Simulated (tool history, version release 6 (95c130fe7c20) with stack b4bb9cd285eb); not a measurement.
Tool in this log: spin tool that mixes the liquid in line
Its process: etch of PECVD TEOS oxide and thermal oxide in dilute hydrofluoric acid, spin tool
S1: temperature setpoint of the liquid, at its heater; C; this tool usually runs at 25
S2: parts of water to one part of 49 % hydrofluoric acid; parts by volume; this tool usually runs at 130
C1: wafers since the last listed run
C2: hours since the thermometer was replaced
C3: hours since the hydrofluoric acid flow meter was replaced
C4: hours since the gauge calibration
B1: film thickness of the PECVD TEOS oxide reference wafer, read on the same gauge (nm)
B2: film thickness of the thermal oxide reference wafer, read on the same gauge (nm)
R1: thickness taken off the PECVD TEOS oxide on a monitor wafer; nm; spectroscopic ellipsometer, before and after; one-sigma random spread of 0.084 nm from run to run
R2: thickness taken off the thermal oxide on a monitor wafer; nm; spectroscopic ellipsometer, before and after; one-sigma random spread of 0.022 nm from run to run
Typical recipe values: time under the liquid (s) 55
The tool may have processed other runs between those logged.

run 1 day=0 | S1=25 S2=130 time_under_the_liquid_(s)=55 | C1=0 C2=192.7 C3=540.9 C4=655.1 | B1=29.99 B2=120.019 | R1=8.71 R2=2.04
run 2 day=2.308 | S1=25 S2=130 time_under_the_liquid_(s)=55 | C1=774 C2=248.1 C3=596.3 C4=710.5 | B1=30.01 B2=120.039 | R1=8.72 R2=2.033
run 3 day=3.846 | S1=25 S2=130 time_under_the_liquid_(s)=55 | C1=515 C2=285 C3=633.2 C4=747.4 | B1=30 B2=119.965 | R1=8.53 R2=2.036
run 4 day=6.808 | S1=25 S2=130 time_under_the_liquid_(s)=55 | C1=994 C2=356.1 C3=704.3 C4=818.5 | B1=30 B2=119.953 | R1=8.7 R2=2.014
run 5 day=9.333 | S1=25 S2=130 time_under_the_liquid_(s)=70 | C1=847 C2=416.7 C3=764.9 C4=879.1 | B1=30.01 B2=119.987 | R1=11.21 R2=2.55
run 6 day=11.65 | S1=25 S2=130 time_under_the_liquid_(s)=70 | C1=777 C2=472.3 C3=820.5 C4=934.7 | B1=30.01 B2=120.019 | R1=10.91 R2=2.516
run 7 day=18.704 | S1=28.5 S2=130 time_under_the_liquid_(s)=55 | C1=2367 C2=641.6 C3=989.8 C4=1104 | B1=30 B2=120.007 | R1=9.98 R2=2.281
-- day=19.604 gauge calibrated
run 8 day=22.762 | S1=28.5 S2=130 time_under_the_liquid_(s)=55 | C1=1361 C2=739 C3=1087.2 C4=75.8 | B1=29.98 B2=119.997 | R1=9.85 R2=2.283
run 9 day=24.875 | S1=28.5 S2=130 time_under_the_liquid_(s)=55 | C1=708 C2=789.7 C3=1137.9 C4=126.5 | B1=30.01 B2=120.032 | R1=9.68 R2=2.256
run 10 day=28.788 | S1=25 S2=130 time_under_the_liquid_(s)=35 | C1=1313 C2=883.6 C3=1231.8 C4=220.4 | B1=30.01 B2=120.015 | R1=5.48 R2=1.286
-- day=29.062 hydrofluoric acid flow meter replaced
run 11 day=32.304 | S1=29.5 S2=130 time_under_the_liquid_(s)=55 | C1=1166 C2=968 C3=77.8 C4=304.8 | B1=30 B2=120.024 | R1=9.67 R2=2.229
run 12 day=36.362 | S1=25 S2=130 time_under_the_liquid_(s)=55 | C1=1361 C2=1065.4 C3=175.2 C4=402.2 | B1=30.01 B2=119.968 | R1=8.09 R2=1.859
run 13 day=38.392 | S1=28.5 S2=130 time_under_the_liquid_(s)=55 | C1=680 C2=1114.1 C3=223.9 C4=450.9 | B1=30.02 B2=120.011 | R1=9.31 R2=2.201

Predict the results of run 14:
run 14 day=40.842 | S1=25 S2=130 time_under_the_liquid_(s)=55 | C1=822 C2=1172.9 C3=282.7 C4=509.7 | B1=? B2=? | R1=? R2=?

{"run 14": {"B1": 30, "B2": 119.981, "R1": 8.17, "R2": 1.901}}
With the hidden condition absent and the run-to-run variation left alone, this run would have shown R1 8.82 nm, R2 2.05 nm.
